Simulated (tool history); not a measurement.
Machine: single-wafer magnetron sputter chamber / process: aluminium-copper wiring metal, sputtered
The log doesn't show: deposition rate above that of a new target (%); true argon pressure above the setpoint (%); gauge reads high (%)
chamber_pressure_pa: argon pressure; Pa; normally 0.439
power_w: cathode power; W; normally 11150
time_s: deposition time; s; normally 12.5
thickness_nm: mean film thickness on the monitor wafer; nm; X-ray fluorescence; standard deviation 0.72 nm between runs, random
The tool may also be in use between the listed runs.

run   hour  chamber_pressure_pa  power_w  time_s  wafers since the last listed run  wafers on the sputter target  hours since the last manometer calibration  hours since the magnet pack was replaced  hours since the gauge calibration  read-back reference wafer on the same gauge, thickness_nm  thickness_nm
  1    0.0                0.523    12850    12.5                                 0                          5319                                      2635.8                                    8848.7                               67.7                                                    195.129       256.335
  2   10.6                0.439    11150    12.5                               426                          5746                                      2646.4                                    8859.3                               78.3                                                    194.917       233.623
  3   28.3                0.439    11150    12.5                               712                          6459                                      2664.1                                    8877.0                               96.0                                                    195.063       232.782
      30.9  -- gauge calibrated
  4   44.2                0.439    11150    12.5                               640                          7099                                      2680.0                                    8892.9                               13.3                                                    195.097       229.966
  5   56.1                0.439    11150    12.5                               479                          7578                                      2691.9                                    8904.8                               25.2                                                    195.117       229.840
  6   63.4                0.439    10350    13.1                               293                          7872                                      2699.2                                    8912.1                               32.5                                                    194.977       223.691
      77.7  -- capacitance manometer re-zeroed and calibrated
  7   78.2                0.439    11150    12.5                               273                          8146                                         0.5                                    8926.9                               47.3                                                    194.926       228.554
      88.6  -- sputter target and shields replaced
  8   89.1                0.345    11150    10.3                               116                            18                                        11.4                                    8937.8                               58.2                                                    194.958       209.005
  9   96.6                0.372    11150    14.2                               301                           320                                        18.9                                    8945.3                               65.7                                                    194.998       283.203
     108.3  -- magnet pack replaced
 10  108.8                0.582    11150    13.4                               169                           489                                        31.1                                       0.5                               77.9                                                    195.042       236.353
     110.2  -- gauge calibrated
 11  123.0                0.439     8650    10.9                               571                          1061                                        45.3                                      14.7                               12.8                                                    194.955       161.217
 12  132.9                0.439    11150    12.5                               398                          1459                                        55.2                                      24.6                               22.7                                                    195.099       237.602
 13  149.8                0.439    13100    12.5                               680                          2140                                        72.1                                      41.5                               39.6                                                    194.955       276.916
 14  157.7                0.439    12750    13.4                               318                          2458                                        80.0                                      49.4                               47.5                                                    195.059       288.548

Branching from run 14: 3 alternative next runs. What would each branch give?
  A  158.1                0.439    11150    12.5                                16                          2474                                        80.4                                      49.8                               47.9                                                          ?             ?
  B  158.1                0.339    13800    11.1                                16                          2474                                        80.4                                      49.8                               47.9                                                          ?             ?
  C  158.1                0.485     9950    13.3                                16                          2474                                        80.4                                      49.8                               47.9                                                          ?             ?

run  read-back reference wafer on the same gauge, thickness_nm  thickness_nm
  A                                                    194.998       235.889
  B                                                    194.998       274.907
  C                                                    194.998       218.111
Had the tool no hidden state, the same runs would have come out as:
run  thickness_nm
  A       239.768
  B       279.428
  C       221.698

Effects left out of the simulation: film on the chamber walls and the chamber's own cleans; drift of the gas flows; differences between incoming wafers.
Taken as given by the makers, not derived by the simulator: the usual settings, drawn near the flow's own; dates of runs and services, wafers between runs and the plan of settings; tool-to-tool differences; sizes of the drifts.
